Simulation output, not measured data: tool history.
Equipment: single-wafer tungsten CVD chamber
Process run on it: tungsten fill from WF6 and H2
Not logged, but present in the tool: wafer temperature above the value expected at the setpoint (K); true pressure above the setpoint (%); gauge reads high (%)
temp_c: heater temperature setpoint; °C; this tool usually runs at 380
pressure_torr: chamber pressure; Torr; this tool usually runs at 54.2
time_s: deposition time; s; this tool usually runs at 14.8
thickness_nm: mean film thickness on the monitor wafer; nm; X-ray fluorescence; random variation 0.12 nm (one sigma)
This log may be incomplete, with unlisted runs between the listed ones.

run	hour	temp_c	pressure_torr	time_s	wafers since the last listed run	hours since the last thermocouple change	hours since the last manometer calibration	hours since the showerhead was replaced	hours since the gauge calibration	read-back reference wafer on the same gauge, thickness_nm	thickness_nm
1	0	386	54.2	12.5	0	2467.2	295.9	5198.5	156.6	35.008	36.136
2	53.3	386	54.2	12.5	1088	2520.5	349.2	5251.8	209.9	35.007	36.265
3	146.8	380	54.2	14.8	1909	2614	442.7	5345.3	303.4	34.996	37.379
4	182.9	380	54.2	14.8	737	2650.1	478.8	5381.4	339.5	35.015	37.371
5	219.4	380	54.2	14.8	745	2686.6	515.3	5417.9	376	34.983	37.319
6	283.3	380	50.5	14.8	1305	2750.5	579.2	5481.8	439.9	35.01	36.308
# hour 284.3: gauge calibrated
7	351.8	380	50.5	14.8	1399	2819	647.7	5550.3	67.5	34.978	36.268
# hour 370.5: showerhead replaced
8	377.4	380	54.2	15.7	359	2844.6	673.3	6.9	93.1	35.022	39.736
9	415.6	380	66.3	14.8	780	2882.8	711.5	45.1	131.3	35.002	41.43
10	483.8	365	62.5	14.8	1392	2951	779.7	113.3	199.5	35.011	27.925
11	510.2	380	50.5	14.8	539	2977.4	806.1	139.7	225.9	34.977	36.356
12	544.9	380	54.2	14.8	708	3012.1	840.8	174.4	260.6	35.008	37.394
# hour 568.3: capacitance manometer re-zeroed and calibrated
# hour 584.9: thermocouple changed; heater temperature recalibrated
13	585.4	380	54.2	14.8	500	0.5	17.1	214.9	301.1	35.006	37.583
14	639.3	380	54.2	11.9	1100	54.4	71	268.8	355	34.982	29.927
15	695.3	375	54.2	12.3	1143	110.4	127	324.8	411	34.993	27.494
# hour 718.6: gauge calibrated
16	735.5	380	40.8	14.8	821	150.6	167.2	365	16.9	34.998	32.258

List, for all runs, the conditions of the tool that the log does not record:
wafer temperature above the value expected at the setpoint (K): 0 in every run
true pressure above the setpoint (%): 0 in every run
gauge reads high (%): 0 in every run
